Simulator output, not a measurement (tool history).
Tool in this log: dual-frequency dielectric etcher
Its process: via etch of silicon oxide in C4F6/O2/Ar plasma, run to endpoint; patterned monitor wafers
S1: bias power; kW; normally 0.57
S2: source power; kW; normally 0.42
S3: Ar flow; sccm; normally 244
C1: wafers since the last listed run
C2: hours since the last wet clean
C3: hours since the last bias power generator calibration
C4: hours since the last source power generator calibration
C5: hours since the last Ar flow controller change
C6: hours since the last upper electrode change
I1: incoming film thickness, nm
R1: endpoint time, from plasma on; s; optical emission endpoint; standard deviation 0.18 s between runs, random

run   hour     S1    S2   S3   C1     C2      C3      C4      C5      C6     I1    R1
  1      0  0.485  0.42  244    0  196.5    3326  2320.1  3438.1    4852  151.8  33.4
  2   17.9  0.485  0.42  244  203  214.4  3343.9    2338    3456  4869.9  152.4  33.9
  3   45.3   0.57  0.42  244  311  241.8  3371.3  2365.4  3483.4  4897.3  153.5  31.6
  4   63.4   0.57  0.46  244  205  259.9  3389.4  2383.5  3501.5  4915.4  150.9  30.1
  5   76.3   0.57  0.42  244  146  272.8  3402.3  2396.4  3514.4  4928.3  151.8    31
  6   91.6   0.57  0.42  244  173  288.1  3417.6  2411.7  3529.7  4943.6  152.2    31
     156.8  -- upper electrode replaced
  7  157.3   0.57  0.42  244  473  353.8  3483.3  2477.4  3595.4     0.5  151.7  30.9
  8  171.4   0.57  0.42  244  160  367.9  3497.4  2491.5  3609.5    14.6  150.6  30.5
     203.7  -- Ar flow controller replaced
     207.2  -- source power generator calibrated
  9  223.9   0.57  0.42  244  487  420.4  3549.9    16.7    20.2    67.1  150.5  30.4
 10  253.5  0.636  0.46  244  336    450  3579.5    46.3    49.8    96.7  153.1  28.8
       278  -- wet clean of the chamber
     279.6  -- bias power generator calibrated
 11  280.1   0.57  0.42  244   11    2.1     0.5    72.9    76.4   123.3  152.8  32.2
 12  300.8  0.673  0.42  244  235   22.8    21.2    93.6    97.1     144    151  29.9
 13  328.2  0.445  0.42  188  311   50.2    48.6     121   124.5   171.4  152.2  34.2
 14  340.7  0.628  0.32  244  141   62.7    61.1   133.5     137   183.9  152.2  32.4
 15  361.6  0.443  0.51  201  237   83.6      82   154.4   157.9   204.8  151.5  32.6

What if the next run were any one of these 4? Each begins from the tool's condition after run 15:
  A   362   0.57  0.42  244   4  84  82.4  154.8  158.3  205.2  153.3   ?
  B   362  0.693  0.34  273   4  84  82.4  154.8  158.3  205.2  153.3   ?
  C   362  0.685  0.38  265   4  84  82.4  154.8  158.3  205.2  153.3   ?
  D   362  0.476  0.47  204   4  84  82.4  154.8  158.3  205.2  153.3   ?

run    R1
  A  31.8
  B  31.2
  C  30.5
  D  32.6
The same runs, with their run-to-run variation unchanged, on a tool lacking any hidden condition would have given:
run    R1
  A  31.9
  B  31.3
  C  30.6
  D  32.7

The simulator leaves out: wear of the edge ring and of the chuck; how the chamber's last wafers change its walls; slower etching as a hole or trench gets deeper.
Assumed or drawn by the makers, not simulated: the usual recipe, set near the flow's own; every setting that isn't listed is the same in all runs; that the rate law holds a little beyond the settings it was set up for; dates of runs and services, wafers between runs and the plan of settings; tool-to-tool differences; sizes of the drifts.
